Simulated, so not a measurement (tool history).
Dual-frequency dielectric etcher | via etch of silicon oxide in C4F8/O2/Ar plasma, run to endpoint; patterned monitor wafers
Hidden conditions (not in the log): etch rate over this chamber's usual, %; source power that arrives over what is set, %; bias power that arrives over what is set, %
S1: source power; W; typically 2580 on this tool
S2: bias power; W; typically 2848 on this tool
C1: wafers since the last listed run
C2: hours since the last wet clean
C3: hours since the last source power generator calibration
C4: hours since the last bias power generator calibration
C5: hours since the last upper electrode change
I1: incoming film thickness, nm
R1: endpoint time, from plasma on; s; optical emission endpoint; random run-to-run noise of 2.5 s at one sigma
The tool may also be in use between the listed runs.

| run | hour | S1 | S2 | C1 | C2 | C3 | C4 | C5 | I1 | R1 |
|---|---|---|---|---|---|---|---|---|---|---|
| 1 | 0.0 | 2580 | 2848 | 0 | 18.1 | 514.2 | 2517.5 | 1515.7 | 1714.6 | 276.7 |
| 2 | 42.0 | 2580 | 2848 | 222 | 60.1 | 556.2 | 2559.5 | 1557.7 | 1747.7 | 280.1 |
| 3 | 128.2 | 2280 | 2848 | 457 | 146.3 | 642.4 | 2645.7 | 1643.9 | 1742.3 | 295.7 |
| 4 | 164.3 | 2430 | 2848 | 191 | 182.4 | 678.5 | 2681.8 | 1680.0 | 1725.8 | 276.6 |
| 5 | 265.6 | 2430 | 2848 | 537 | 283.7 | 779.8 | 2783.1 | 1781.3 | 1736.4 | 280.8 |
| 6 | 316.3 | 2580 | 2848 | 269 | 334.4 | 830.5 | 2833.8 | 1832.0 | 1742.9 | 273.6 |
| 7 | 412.2 | 2770 | 3132 | 509 | 430.3 | 926.4 | 2929.7 | 1927.9 | 1726.7 | 256.7 |
| 8 | 459.1 | 2770 | 3132 | 248 | 477.2 | 973.3 | 2976.6 | 1974.8 | 1726.9 | 251.3 |
|  | 508.1 | wet clean of the chamber |
| 9 | 532.9 | 2580 | 2848 | 264 | 24.8 | 1047.1 | 3050.4 | 2048.6 | 1722.5 | 279.3 |
| 10 | 638.7 | 2580 | 2848 | 561 | 130.6 | 1152.9 | 3156.2 | 2154.4 | 1719.6 | 274.9 |
| 11 | 706.0 | 2580 | 2848 | 357 | 197.9 | 1220.2 | 3223.5 | 2221.7 | 1756.5 | 272.2 |
| 12 | 796.8 | 2580 | 2848 | 481 | 288.7 | 1311.0 | 3314.3 | 2312.5 | 1739.4 | 268.7 |
|  | 970.2 | wet clean of the chamber |
| 13 | 970.7 | 2580 | 2848 | 795 | 0.5 | 1484.9 | 3488.2 | 2486.4 | 1717.2 | 275.8 |
| 14 | 1006.2 | 2580 | 2848 | 188 | 36.0 | 1520.4 | 3523.7 | 2521.9 | 1727.0 | 278.1 |
|  | 1079.8 | bias power generator calibrated |
| 15 | 1112.6 | 2580 | 2848 | 543 | 142.4 | 1626.8 | 32.8 | 2628.3 | 1744.0 | 276.9 |
| 16 | 1175.6 | 2580 | 2848 | 334 | 205.4 | 1689.8 | 95.8 | 2691.3 | 1732.5 | 274.2 |
| 17 | 1221.0 | 2170 | 2509 | 240 | 250.8 | 1735.2 | 141.2 | 2736.7 | 1739.9 | 304.6 |
| 18 | 1310.5 | 1960 | 3317 | 475 | 340.3 | 1824.7 | 230.7 | 2826.2 | 1732.5 | 289.4 |
| 19 | 1393.3 | 2580 | 2848 | 439 | 423.1 | 1907.5 | 313.5 | 2909.0 | 1712.9 | 266.1 |
|  | 1421.7 | wet clean of the chamber |
|  | 1488.4 | source power generator calibrated |
| 20 | 1488.9 | 2750 | 2396 | 358 | 67.2 | 0.5 | 409.1 | 3004.6 | 1726.6 | 285.1 |
| 21 | 1558.6 | 2580 | 3161 | 369 | 136.9 | 70.2 | 478.8 | 3074.3 | 1745.2 | 274.0 |
|  | 1629.4 | upper electrode replaced |
| 22 | 1640.0 | 2160 | 2293 | 304 | 218.3 | 151.6 | 560.2 | 10.6 | 1727.1 | 311.6 |
| 23 | 1743.1 | 1940 | 3143 | 547 | 321.4 | 254.7 | 663.3 | 113.7 | 1730.5 | 299.0 |
| 24 | 1841.6 | 2580 | 2848 | 522 | 419.9 | 353.2 | 761.8 | 212.2 | 1735.1 | 275.1 |
|  | 1907.1 | wet clean of the chamber |
| 25 | 1907.6 | 2580 | 2848 | 222 | 0.5 | 419.2 | 827.8 | 278.2 | 1729.1 | 279.8 |
| 26 | 2002.6 | 2370 | 2225 | 504 | 95.5 | 514.2 | 922.8 | 373.2 | 1715.4 | 307.0 |
| 27 | 2042.1 | 2740 | 2170 | 209 | 135.0 | 553.7 | 962.3 | 412.7 | 1732.2 | 286.0 |
| 28 | 2081.5 | 2100 | 2848 | 209 | 174.4 | 593.1 | 1001.7 | 452.1 | 1750.2 | 301.9 |
| 29 | 2185.5 | 2580 | 2848 | 552 | 278.4 | 697.1 | 1105.7 | 556.1 | 1734.0 | 268.2 |
| 30 | 2242.5 | 2580 | 2848 | 302 | 335.4 | 754.1 | 1162.7 | 613.1 | 1723.6 | 268.2 |
| 31 | 2284.0 | 2840 | 3044 | 220 | 376.9 | 795.6 | 1204.2 | 654.6 | 1716.7 | 251.6 |

Pick out some run-to-run changes in R1. Of each, how much would a tool without hidden state show as well, from the settings, what came in and chance, and how much is left for the hidden state and any gauge scatter not in both results compared?
Run 8 -> 9: S1 2770 -> 2580, S2 3132 -> 2848, wet clean of the chamber. R1 +28.0 s: hidden state +10.7, all else +17.3.
Run 16 -> 17: S1 2580 -> 2170, S2 2848 -> 2509. R1 +30.4 s: hidden state -2.2, all else +32.6.
Run 19 -> 20: S1 2580 -> 2750, S2 2848 -> 2396, wet clean of the chamber, source power generator calibrated. R1 +19.0 s: hidden state +11.9, all else +7.1.
Run 21 -> 22: S1 2580 -> 2160, S2 3161 -> 2293, upper electrode replaced. R1 +37.6 s: hidden state -3.3, all else +40.9.
Run 24 -> 25: wet clean of the chamber. R1 +4.7 s: hidden state +10.3, all else -5.6.
Run 28 -> 29: S1 2100 -> 2580. R1 -33.7 s: hidden state -2.3, all else -31.4.
